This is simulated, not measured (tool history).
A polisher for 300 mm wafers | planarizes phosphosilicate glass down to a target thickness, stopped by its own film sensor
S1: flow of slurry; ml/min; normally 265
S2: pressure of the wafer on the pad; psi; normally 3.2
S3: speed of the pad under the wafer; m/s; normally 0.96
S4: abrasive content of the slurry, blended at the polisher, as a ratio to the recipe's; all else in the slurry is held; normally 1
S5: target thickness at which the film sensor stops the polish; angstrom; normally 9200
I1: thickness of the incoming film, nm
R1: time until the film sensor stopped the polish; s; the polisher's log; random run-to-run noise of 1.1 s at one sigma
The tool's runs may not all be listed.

run 1 hour=0 | S1=265 S2=2.7 S3=1.16 S4=0.85 S5=7810 | I1=1419.2 | R1=100.8
run 2 hour=47.4 | S1=345 S2=3.2 S3=1.08 S4=1 S5=9200 | I1=1455.4 | R1=67.5
-- hour=100.3 slurry blender recalibrated
-- hour=108.5 worn pad replaced by a new one, of another model than before
run 3 hour=109 | S1=320 S2=2.5 S3=0.96 S4=1.1 S5=9200 | I1=1458 | R1=79.6
-- hour=136.6 conditioning disc replaced and pad reconditioned
run 4 hour=160.5 | S1=265 S2=3.2 S3=0.96 S4=1 S5=9200 | I1=1438 | R1=61.2
run 5 hour=221.5 | S1=265 S2=3.2 S3=0.96 S4=1 S5=9200 | I1=1430.2 | R1=63.5
-- hour=329.3 head pressure recalibrated
run 6 hour=329.8 | S1=265 S2=3.2 S3=0.68 S4=1 S5=10820 | I1=1428.6 | R1=53.1
run 7 hour=386.2 | S1=355 S2=3.2 S3=0.62 S4=1.1 S5=10380 | I1=1435.2 | R1=57.8
run 8 hour=472.7 | S1=265 S2=3.2 S3=0.96 S4=1 S5=9200 | I1=1430 | R1=69
-- hour=502 slurry nozzle cleaned
run 9 hour=529.4 | S1=265 S2=3.2 S3=0.96 S4=1 S5=9200 | I1=1431 | R1=73.2
run 10 hour=571.7 | S1=265 S2=2.6 S3=0.96 S4=0.75 S5=8720 | I1=1424.8 | R1=104.3
run 11 hour=675.3 | S1=265 S2=3.2 S3=0.96 S4=1 S5=9200 | I1=1401.7 | R1=65.7
-- hour=732.9 conditioning disc replaced and pad reconditioned
run 12 hour=762 | S1=240 S2=2.3 S3=0.96 S4=1 S5=9200 | I1=1425.6 | R1=69.4
-- hour=783.3 worn pad replaced by a new one
-- hour=802 slurry blender recalibrated
run 13 hour=806.9 | S1=330 S2=2.3 S3=1.28 S4=1 S5=7590 | I1=1421.7 | R1=82.1
run 14 hour=864.3 | S1=265 S2=3.2 S3=0.96 S4=1 S5=8590 | I1=1456.3 | R1=77.9
run 15 hour=914 | S1=265 S2=3.2 S3=0.96 S4=1 S5=9200 | I1=1459.2 | R1=71.9
run 16 hour=999.7 | S1=265 S2=3.2 S3=0.96 S4=1 S5=9200 | I1=1412.4 | R1=67.6
run 17 hour=1181.8 | S1=265 S2=3.2 S3=0.96 S4=1 S5=9200 | I1=1429.1 | R1=72.5
-- hour=1258.5 slurry nozzle cleaned
run 18 hour=1272.4 | S1=345 S2=3.2 S3=0.96 S4=0.8 S5=10830 | I1=1444.9 | R1=57.8
-- hour=1311.6 conditioning disc replaced and pad reconditioned
run 19 hour=1326.4 | S1=305 S2=3.2 S3=0.96 S4=1 S5=9200 | I1=1447.4 | R1=61.8
run 20 hour=1368.3 | S1=265 S2=3.2 S3=0.96 S4=0.85 S5=9200 | I1=1434.4 | R1=67.6
run 21 hour=1434 | S1=265 S2=3.5 S3=0.96 S4=1 S5=9200 | I1=1429.6 | R1=62.1
-- hour=1477.1 slurry blender recalibrated
-- hour=1518 worn pad replaced by a new one
-- hour=1543.8 head pressure recalibrated
run 22 hour=1596 | S1=265 S2=3.2 S3=0.96 S4=1 S5=9200 | I1=1417.3 | R1=67.4
run 23 hour=1644.8 | S1=350 S2=3.2 S3=1.06 S4=1 S5=9870 | I1=1422.9 | R1=56.8

Run 24 has not been measured yet. What should we expect?
run 24 hour=1730.2 | S1=265 S2=3.2 S3=1.28 S4=1.15 S5=9200 | I1=1453.3 | R1=?

{"run 24": {"R1": 64.3}}
If the tool had no hidden condition, the same run with the same run-to-run variation would have returned R1 51.4 s.

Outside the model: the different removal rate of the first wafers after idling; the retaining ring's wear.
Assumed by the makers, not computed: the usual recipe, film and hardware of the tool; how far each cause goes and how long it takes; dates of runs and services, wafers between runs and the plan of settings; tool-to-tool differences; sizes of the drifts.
